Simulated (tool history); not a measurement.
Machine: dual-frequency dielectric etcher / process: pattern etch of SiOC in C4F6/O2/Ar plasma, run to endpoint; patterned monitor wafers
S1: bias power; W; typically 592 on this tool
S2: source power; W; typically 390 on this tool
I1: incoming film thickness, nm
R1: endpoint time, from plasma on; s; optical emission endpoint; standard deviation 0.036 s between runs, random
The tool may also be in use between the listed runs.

run	hour	S1	S2	I1	R1
1	0.0	627	360	31.77	9.9
2	6.9	592	390	31.07	9.6
3	17.1	592	390	31.43	9.8
4	49.3	592	390	31.78	9.8
5	66.3	592	390	31.75	9.9
6	76.5	592	390	31.49	9.8
7	83.3	592	390	31.41	9.7
8	93.8	592	390	31.57	9.8
9	109.3	592	390	31.49	9.8
10	118.8	592	390	31.86	9.8
11	135.4	592	390	31.22	9.7
12	153.0	592	310	31.60	10.5
13	168.7	592	360	31.63	10.0
14	185.9	592	480	31.47	9.1
15	200.7	662	460	31.35	8.8
16	213.6	711	480	31.53	8.5
17	227.5	490	390	31.52	10.5
18	241.7	678	350	31.77	9.7
19	257.5	525	460	31.65	9.7
20	282.9	651	480	31.69	8.9
21	283.3	519	330	31.72	10.9
22	283.6	650	340	31.57	9.9
23	289.5	652	300	31.79	10.3
24	295.9	677	490	31.53	8.6
25	302.9	643	390	31.37	9.4
26	312.9	592	390	31.77	9.8
27	337.7	592	390	31.38	9.7
28	344.1	639	310	32.03	10.4
29	355.3	592	340	31.75	10.3
30	371.8	592	390	31.36	9.8
31	388.6	554	350	31.91	10.5
32	403.0	592	390	31.49	9.8
33	420.7	592	420	31.72	9.6
34	454.8	592	460	31.51	9.2
35	471.2	547	430	31.86	9.8

Removed from this log: 4 entries logged between the listed runs. Between which two listed runs does each belong, and how does the tool's hidden state at the listed run before it compare with that at the listed run after it?
From run 10 to run 11: source power generator calibrated (hour 128.6)
  no difference in the tool's unlogged condition between these two runs
From run 17 to run 18: bias power generator calibrated (hour 237.9)
  no difference in the tool's unlogged condition between these two runs
From run 19 to run 20: wet clean of the chamber (hour 282.4)
  no difference in the tool's unlogged condition between these two runs
From run 26 to run 27: upper electrode replaced (hour 337.2)
  no difference in the tool's unlogged condition between these two runs

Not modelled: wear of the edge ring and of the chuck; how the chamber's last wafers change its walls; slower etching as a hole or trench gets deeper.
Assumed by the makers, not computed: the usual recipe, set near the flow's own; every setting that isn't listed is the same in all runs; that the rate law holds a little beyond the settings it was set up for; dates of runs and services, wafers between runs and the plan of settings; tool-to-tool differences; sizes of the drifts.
